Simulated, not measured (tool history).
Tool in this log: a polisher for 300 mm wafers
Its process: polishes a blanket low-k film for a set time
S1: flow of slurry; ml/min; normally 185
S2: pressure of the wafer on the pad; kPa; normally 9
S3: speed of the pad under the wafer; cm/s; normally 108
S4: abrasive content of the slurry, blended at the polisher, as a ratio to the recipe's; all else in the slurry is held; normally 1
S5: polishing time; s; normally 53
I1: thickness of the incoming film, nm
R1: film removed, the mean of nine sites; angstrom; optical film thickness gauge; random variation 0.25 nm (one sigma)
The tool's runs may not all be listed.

run 1 hour=0 | S1=185 S2=9 S3=108 S4=1 S5=53 | I1=697.7 | R1=173
run 2 hour=49.7 | S1=185 S2=9 S3=108 S4=1 S5=53 | I1=699.8 | R1=175
-- hour=62.3 slurry blender recalibrated
run 3 hour=81.3 | S1=185 S2=9 S3=108 S4=1 S5=53 | I1=698.7 | R1=165
run 4 hour=127.7 | S1=185 S2=9 S3=108 S4=1 S5=53 | I1=685.7 | R1=162
-- hour=133.6 worn pad replaced by a new one
-- hour=172.5 conditioning disc replaced and pad reconditioned
run 5 hour=190.9 | S1=185 S2=9 S3=108 S4=1 S5=62 | I1=700.8 | R1=177
run 6 hour=241.4 | S1=185 S2=9 S3=108 S4=1 S5=62 | I1=695.1 | R1=181
-- hour=270.1 slurry blender recalibrated
run 7 hour=275.9 | S1=185 S2=9 S3=108 S4=1 S5=62 | I1=700.1 | R1=177
run 8 hour=305.8 | S1=185 S2=9 S3=108 S4=1 S5=53 | I1=707.9 | R1=151
-- hour=323.5 worn pad replaced by a new one
-- hour=323.9 conditioning disc replaced and pad reconditioned, repeated, since the last time left the tool worse
-- hour=367.5 slurry nozzle cleaned
-- hour=369 head pressure recalibrated
-- hour=458 slurry blender recalibrated
run 9 hour=488 | S1=185 S2=9 S3=108 S4=1 S5=53 | I1=696.4 | R1=167
-- hour=498.5 conditioning disc replaced and pad reconditioned
-- hour=518.6 worn pad replaced by a new one
run 10 hour=549 | S1=185 S2=9 S3=108 S4=1 S5=53 | I1=707 | R1=169
run 11 hour=600.1 | S1=185 S2=9 S3=108 S4=1.15 S5=42 | I1=696.4 | R1=145
run 12 hour=638.3 | S1=185 S2=9 S3=108 S4=1 S5=53 | I1=698.1 | R1=162
-- hour=641.6 slurry blender recalibrated
run 13 hour=671 | S1=185 S2=9 S3=94 S4=1 S5=53 | I1=692.1 | R1=144
-- hour=689.8 worn pad replaced by a new one
run 14 hour=708 | S1=185 S2=12.4 S3=108 S4=0.9 S5=53 | I1=698.3 | R1=202
-- hour=713.7 conditioning disc replaced and pad reconditioned
run 15 hour=736.2 | S1=185 S2=9 S3=136 S4=1 S5=62 | I1=695.5 | R1=245
-- hour=821.6 slurry blender recalibrated
run 16 hour=841.8 | S1=130 S2=9 S3=108 S4=1.1 S5=53 | I1=712.3 | R1=173
-- hour=863.3 worn pad replaced by a new one
-- hour=875.2 slurry nozzle cleaned
run 17 hour=884.4 | S1=185 S2=9 S3=108 S4=1 S5=53 | I1=700 | R1=163
-- hour=908.2 conditioning disc replaced and pad reconditioned
run 18 hour=938.9 | S1=185 S2=9 S3=108 S4=1.25 S5=53 | I1=704.2 | R1=195

3 ways to go on from here, each from the tool as it stands after run 18. What would each give?
run A hour=939.3 | S1=185 S2=9 S3=108 S4=1 S5=53 | I1=701.6 | R1=?
run B hour=939.3 | S1=200 S2=9 S3=134 S4=0.8 S5=53 | I1=701.6 | R1=?
run C hour=939.3 | S1=185 S2=11.7 S3=108 S4=0.85 S5=53 | I1=701.6 | R1=?

run=A R1=170
run=B R1=175
run=C R1=197
Without the tool's unlogged condition, the same runs would have read:
run=A R1=172
run=B R1=177
run=C R1=200

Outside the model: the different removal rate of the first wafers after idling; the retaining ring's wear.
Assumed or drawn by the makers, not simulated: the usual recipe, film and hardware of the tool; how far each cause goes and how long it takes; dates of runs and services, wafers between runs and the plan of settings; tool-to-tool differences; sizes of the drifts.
